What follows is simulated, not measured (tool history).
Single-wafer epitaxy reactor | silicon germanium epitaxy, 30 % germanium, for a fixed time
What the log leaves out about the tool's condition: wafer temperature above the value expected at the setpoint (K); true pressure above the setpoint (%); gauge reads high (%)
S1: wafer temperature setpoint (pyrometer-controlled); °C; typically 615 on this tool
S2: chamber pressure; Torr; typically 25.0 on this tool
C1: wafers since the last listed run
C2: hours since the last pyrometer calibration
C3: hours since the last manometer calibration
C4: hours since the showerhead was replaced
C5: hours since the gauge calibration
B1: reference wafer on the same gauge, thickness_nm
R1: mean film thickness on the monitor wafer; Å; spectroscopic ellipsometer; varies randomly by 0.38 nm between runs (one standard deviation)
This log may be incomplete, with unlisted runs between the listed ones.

run,hour,S1,S2,C1,C2,C3,C4,C5,B1,R1
1,0.0,615,29.6,0,1501.9,886.7,4954.2,102.5,101.493,933.01
2,35.9,615,27.4,838,1537.8,922.6,4990.1,138.4,101.145,910.44
3,57.2,615,27.4,497,1559.1,943.9,5011.4,159.7,101.209,906.20
4,73.3,615,27.4,376,1575.2,960.0,5027.5,175.8,101.105,907.86
5,90.2,624,25.0,394,1592.1,976.9,5044.4,192.7,100.932,1035.06
6,108.4,624,25.0,425,1610.3,995.1,5062.6,210.9,100.953,1039.42
7,139.5,624,25.0,726,1641.4,1026.2,5093.7,242.0,100.946,1034.78
8,156.2,615,25.0,390,1658.1,1042.9,5110.4,258.7,100.679,875.14
9,178.7,615,25.0,525,1680.6,1065.4,5132.9,281.2,100.760,874.08
# hour 211.4: showerhead replaced
# hour 218.4: gauge calibrated
# hour 249.4: capacitance manometer re-zeroed and calibrated
10,250.8,615,25.0,1310,1752.7,1.4,39.4,32.4,101.666,879.83
11,281.4,606,27.0,715,1783.3,32.0,70.0,63.0,101.547,758.26
# hour 347.7: pyrometer calibrated
12,384.7,615,25.0,2227,37.0,135.3,173.3,166.3,100.884,878.51
13,412.7,615,25.0,654,65.0,163.3,201.3,194.3,100.908,883.66
14,432.9,621,22.8,472,85.2,183.5,221.5,214.5,100.737,953.43
15,458.1,606,23.3,588,110.4,208.7,246.7,239.7,100.715,722.06
16,479.8,615,25.0,507,132.1,230.4,268.4,261.4,100.671,883.70
17,497.2,615,28.1,406,149.5,247.8,285.8,278.8,100.429,908.25
18,517.1,623,23.2,465,169.4,267.7,305.7,298.7,100.476,990.56

What does the tool deliver on the next run?
19,535.3,615,25.0,425,187.6,285.9,323.9,316.9,?,?

B1: 100.225
R1: 865.47 Å
With the hidden condition absent and the run-to-run variation left alone, this run would have shown R1 876.12 Å.
